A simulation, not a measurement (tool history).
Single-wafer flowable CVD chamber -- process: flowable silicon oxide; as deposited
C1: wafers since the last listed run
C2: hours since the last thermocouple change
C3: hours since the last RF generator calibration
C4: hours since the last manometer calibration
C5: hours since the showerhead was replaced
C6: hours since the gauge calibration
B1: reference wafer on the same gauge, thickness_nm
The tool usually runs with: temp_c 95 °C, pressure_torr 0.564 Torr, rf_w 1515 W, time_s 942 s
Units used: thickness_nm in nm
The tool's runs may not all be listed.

Run 1, day 0.000: usual settings but rf_w 1405 W; C1 0; C2 68.8; C3 609.2; C4 108.0; C5 214.5; C6 273.6; B1 330.076. Result: thickness_nm 370.894 nm.
Run 2, day 1.988: usual settings but rf_w 1405 W; C1 74; C2 116.5; C3 656.9; C4 155.7; C5 262.2; C6 321.3; B1 329.959. Result: thickness_nm 368.695 nm.
Run 3, day 3.038: usual settings but rf_w 1405 W; C1 39; C2 141.7; C3 682.1; C4 180.9; C5 287.4; C6 346.5; B1 330.000. Result: thickness_nm 372.287 nm.
Run 4, day 4.158: usual settings; C1 42; C2 168.6; C3 709.0; C4 207.8; C5 314.3; C6 373.4; B1 330.284. Result: thickness_nm 383.733 nm.
Run 5, day 6.204: usual settings; C1 76; C2 217.7; C3 758.1; C4 256.9; C5 363.4; C6 422.5; B1 329.924. Result: thickness_nm 382.322 nm.
Run 6, day 11.304: usual settings but rf_w 1755 W; C1 191; C2 340.1; C3 880.5; C4 379.3; C5 485.8; C6 544.9; B1 329.890. Result: thickness_nm 404.241 nm.
Run 7, day 12.683: usual settings but time_s 1054 s; C1 51; C2 373.2; C3 913.6; C4 412.4; C5 518.9; C6 578.0; B1 330.142. Result: thickness_nm 426.015 nm.
Run 8, day 14.883: usual settings but time_s 1095 s; C1 82; C2 426.0; C3 966.4; C4 465.2; C5 571.7; C6 630.8; B1 329.943. Result: thickness_nm 439.053 nm.
Run 9, day 17.017: usual settings but rf_w 1705 W, time_s 819 s; C1 79; C2 477.2; C3 1017.6; C4 516.4; C5 622.9; C6 682.0; B1 330.069. Result: thickness_nm 348.329 nm.
Run 10, day 19.721: usual settings but temp_c 91 °C, rf_w 1400 W; C1 101; C2 542.1; C3 1082.5; C4 581.3; C5 687.8; C6 746.9; B1 329.990. Result: thickness_nm 413.588 nm.
Run 11, day 22.638: usual settings; C1 109; C2 612.1; C3 1152.5; C4 651.3; C5 757.8; C6 816.9; B1 330.194. Result: thickness_nm 377.829 nm.
Run 12, day 23.862: usual settings but temp_c 102 °C, pressure_torr 0.631 Torr, rf_w 1270 W, time_s 991 s; C1 45; C2 641.5; C3 1181.9; C4 680.7; C5 787.2; C6 846.3; B1 330.025. Result: thickness_nm 330.664 nm.
Run 13, day 26.321: usual settings but pressure_torr 0.500 Torr, time_s 848 s; C1 92; C2 700.5; C3 1240.9; C4 739.7; C5 846.2; C6 905.3; B1 329.958. Result: thickness_nm 303.615 nm.
Run 14, day 29.125: usual settings but rf_w 1755 W; C1 105; C2 767.8; C3 1308.2; C4 807.0; C5 913.5; C6 972.6; B1 330.045. Result: thickness_nm 400.383 nm.
Run 15, day 31.329: usual settings but rf_w 1755 W; C1 82; C2 820.7; C3 1361.1; C4 859.9; C5 966.4; C6 1025.5; B1 330.044. Result: thickness_nm 400.454 nm.
Run 16, day 33.050: usual settings but pressure_torr 0.618 Torr; C1 64; C2 862.0; C3 1402.4; C4 901.2; C5 1007.7; C6 1066.8; B1 330.037. Result: thickness_nm 413.612 nm.
Run 17, day 35.142: usual settings; C1 78; C2 912.2; C3 1452.6; C4 951.4; C5 1057.9; C6 1117.0; B1 330.184. Result: thickness_nm 375.690 nm.
Run 18, day 36.921: usual settings but temp_c 105 °C, time_s 885 s; C1 66; C2 954.9; C3 1495.3; C4 994.1; C5 1100.6; C6 1159.7; B1 330.057. Result: thickness_nm 263.568 nm.
At day 38.192: RF generator calibrated.
At day 38.942: thermocouple changed; heater temperature recalibrated.
Run 19, day 39.671: usual settings but rf_w 1815 W, time_s 870 s; C1 78; C2 17.5; C3 35.5; C4 1060.1; C5 1166.6; C6 1225.7; B1 329.720. Result: thickness_nm 382.164 nm.
Run 20, day 41.033: usual settings but time_s 855 s; C1 51; C2 50.2; C3 68.2; C4 1092.8; C5 1199.3; C6 1258.4; B1 329.824. Result: thickness_nm 353.510 nm.
Run 21, day 43.988: usual settings but temp_c 104 °C, pressure_torr 0.659 Torr, time_s 1003 s; C1 110; C2 121.1; C3 139.1; C4 1163.7; C5 1270.2; C6 1329.3; B1 330.050. Result: thickness_nm 370.320 nm.
Run 22, day 46.446: usual settings but pressure_torr 0.500 Torr, time_s 848 s; C1 92; C2 180.1; C3 198.1; C4 1222.7; C5 1329.2; C6 1388.3; B1 329.914. Result: thickness_nm 309.388 nm.
Run 23, day 47.967: usual settings but pressure_torr 0.470 Torr, rf_w 1785 W; C1 57; C2 216.6; C3 234.6; C4 1259.2; C5 1365.7; C6 1424.8; B1 329.939. Result: thickness_nm 344.605 nm.

For run 24, what comes out?
Run 24, day 49.975: usual settings but pressure_torr 0.466 Torr, rf_w 1310 W; C1 75; C2 264.8; C3 282.8; C4 1307.4; C5 1413.9; C6 1473.0; B1 ?. Result: thickness_nm ?.

B1: 330.161
thickness_nm: 295.488 nm
With no hidden state in the tool, this same run would have given thickness_nm 299.635 nm.
